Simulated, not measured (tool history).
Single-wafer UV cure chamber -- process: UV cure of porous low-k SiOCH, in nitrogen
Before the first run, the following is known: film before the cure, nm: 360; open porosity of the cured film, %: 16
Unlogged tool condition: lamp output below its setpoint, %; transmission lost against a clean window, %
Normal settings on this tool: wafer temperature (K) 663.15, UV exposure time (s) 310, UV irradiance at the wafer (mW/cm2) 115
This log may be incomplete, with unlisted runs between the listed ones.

run    day  wafer temperature (K)  UV exposure time (s)  UV irradiance at the wafer (mW/cm2)  wafers since the last listed run  hours since the UV bulbs were replaced  wafers since the quartz window was cleaned  loss of film thickness in the cure (%)
  1      0                 663.15                   310                                  115                                 0                                    2923                                        4211                                  12.229
  2  0.721                 663.15                   310                                  115                               101                                  2940.3                                        4312                                  12.103
  3   1.25                 663.15                   310                                  115                                74                                    2953                                        4386                                  12.084
  4  1.729                 663.15                   420                                  115                                67                                  2964.5                                        4453                                  13.322
  5  2.479                 663.15                   420                                  115                               105                                  2982.5                                        4559                                  13.387
  6   2.85                 663.15                   420                                  115                                51                                  2991.4                                        4611                                  13.573
  7  3.379                 663.15                   310                                  115                                74                                  3004.1                                        4685                                  12.085
  8  4.108                 663.15                   310                                  115                               102                                  3021.6                                        4787                                  12.029
  9  4.833                 651.15                   385                                  103                               101                                    3039                                        4889                                  12.254
 10  5.342                 671.15                   205                                  135                                71                                  3051.2                                        4960                                   10.96
 11  5.625                 663.15                   310                                  115                                39                                    3058                                        5000                                  12.098
     6.633  -- UV bulbs replaced
     6.967  -- quartz window cleaned
 12  6.988                 656.15                   440                                  143                                97                                     8.5                                           2                                  14.458
 13  7.004                 674.15                   140                                  115                                 2                                     8.9                                           5                                   9.067
 14  7.112                 650.15                   180                                  115                                15                                    11.5                                          20                                   9.632
 15    7.6                 663.15                   310                                  115                                68                                    23.2                                          88                                  11.995
 16  8.029                 663.15                   310                                  115                                60                                    33.5                                         148                                  11.965
 17  8.758                 649.15                   450                                  145                               102                                      51                                         251                                  14.538

Alternative continuations, all from the tool just after run 17; predict every row:
  A  8.779                 663.15                   310                                  115                                 2                                    51.5                                         254                                       ?
  B  8.779                 673.15                   310                                  151                                 2                                    51.5                                         254                                       ?
  C  8.779                 663.15                   445                                  126                                 2                                    51.5                                         254                                       ?

run  loss of film thickness in the cure (%)
  A                                  12.077
  B                                  13.456
  C                                   14.09
Had the tool no hidden state, the same runs would have come out as:
run  loss of film thickness in the cure (%)
  A                                  12.077
  B                                  13.456
  C                                   14.09

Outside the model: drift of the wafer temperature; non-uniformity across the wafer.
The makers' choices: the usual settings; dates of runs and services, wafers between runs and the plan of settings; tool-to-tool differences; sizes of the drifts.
